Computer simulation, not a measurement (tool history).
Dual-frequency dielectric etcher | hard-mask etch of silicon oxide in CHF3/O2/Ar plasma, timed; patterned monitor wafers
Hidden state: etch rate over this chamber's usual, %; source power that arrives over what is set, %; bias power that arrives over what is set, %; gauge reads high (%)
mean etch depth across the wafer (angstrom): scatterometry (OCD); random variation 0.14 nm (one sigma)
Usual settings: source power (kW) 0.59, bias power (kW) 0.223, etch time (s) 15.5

run,hour,source power (kW),bias power (kW),etch time (s),wafers since the last listed run,hours since the last wet clean,hours since the last source power generator calibration,hours since the last bias power generator calibration,hours since the last upper electrode change,hours since the gauge calibration,"read-back reference wafer on the same gauge, depth_nm",mean etch depth across the wafer (angstrom)
1,0,0.59,0.223,15.5,0,113.8,2705.5,2064.5,2004.7,152.8,35.64,321.9
2,79,0.59,0.223,15.5,843,192.8,2784.5,2143.5,2083.7,231.8,35.88,322.3
3,131.2,0.59,0.223,15.5,557,245,2836.7,2195.7,2135.9,284,35.82,323.3
4,204,0.68,0.223,14.5,777,317.8,2909.5,2268.5,2208.7,356.8,35.99,314.3
5,420.7,0.69,0.223,15.5,2314,534.5,3126.2,2485.2,2425.4,573.5,36.18,339.6
6,469.1,0.59,0.223,15.5,516,582.9,3174.6,2533.6,2473.8,621.9,36.28,325.3
# hour 513.3: wet clean of the chamber
7,534.5,0.59,0.176,15.5,442,21.2,3240,2599,2539.2,687.3,36.23,308.1
8,602.1,0.54,0.251,15.5,722,88.8,3307.6,2666.6,2606.8,754.9,36.37,329.3
# hour 665.2: bias power generator calibrated
9,702,0.59,0.223,15.5,1024,188.7,3407.5,36.8,2706.7,854.8,36.39,327
# hour 729.6: upper electrode replaced
10,754.9,0.72,0.223,18.5,308,241.6,3460.4,89.7,25.3,907.7,36.49,412.8
11,793.7,0.67,0.182,17.5,414,280.4,3499.2,128.5,64.1,946.5,36.38,361.9
12,881.9,0.7,0.193,17.5,942,368.6,3587.4,216.7,152.3,1034.7,36.47,370.8
13,967.6,0.69,0.239,12,915,454.3,3673.1,302.4,238,1120.4,36.56,271.9
14,1066.7,0.54,0.185,15.5,1058,553.4,3772.2,401.5,337.1,1219.5,36.62,306.5
15,1104.1,0.45,0.25,12,399,590.8,3809.6,438.9,374.5,1256.9,36.61,246.3
# hour 1158.7: wet clean of the chamber
16,1192.6,0.66,0.223,15.5,688,33.9,3898.1,527.4,463,1345.4,36.63,338.2
# hour 1262.4: source power generator calibrated
17,1277.9,0.59,0.223,15.5,868,119.2,15.5,612.7,548.3,1430.7,36.69,332
18,1337.6,0.59,0.223,15.5,637,178.9,75.2,672.4,608,1490.4,36.62,329.8
19,1427.1,0.59,0.223,15.5,955,268.4,164.7,761.9,697.5,1579.9,36.63,329.7
20,1526.3,0.59,0.223,15.5,1059,367.6,263.9,861.1,796.7,1679.1,36.66,329.2
21,1630.9,0.63,0.223,19,1117,472.2,368.5,965.7,901.3,1783.7,36.78,412
22,1691.7,0.59,0.238,15.5,649,533,429.3,1026.5,962.1,1844.5,36.71,336.6
23,1739,0.59,0.223,15.5,505,580.3,476.6,1073.8,1009.4,1891.8,36.81,332.1
24,1826.7,0.59,0.189,15.5,936,668,564.3,1161.5,1097.1,1979.5,36.74,316
# hour 1899.2: wet clean of the chamber
25,1899.7,0.49,0.223,15.5,523,0.5,637.3,1234.5,1170.1,2052.5,36.78,316.6
26,1960.2,0.54,0.173,15.5,646,61,697.8,1295,1230.6,2113,36.69,302.5
27,2060.7,0.55,0.223,13.5,1073,161.5,798.3,1395.5,1331.1,2213.5,36.8,282.8
# hour 2121.1: gauge calibrated
28,2160.4,0.74,0.253,18,1064,261.2,898,1495.2,1430.8,39.3,35.41,413.1

What the log doesn't show, run by run:
etch rate over this chamber's usual, %: 0 in every run
source power that arrives over what is set, %: 0 in every run
bias power that arrives over what is set, %: 0 in every run
H1: gauge reads high (%)
run,H1
1,0.596
2,0.897
3,1.08
4,1.32
5,1.91
6,2.03
7,2.17
8,2.31
9,2.49
10,2.58
11,2.64
12,2.77
13,2.88
14,3
15,3.04
16,3.13
17,3.21
18,3.26
19,3.33
20,3.4
21,3.46
22,3.49
23,3.52
24,3.56
25,3.59
26,3.61
27,3.65
28,-0.15
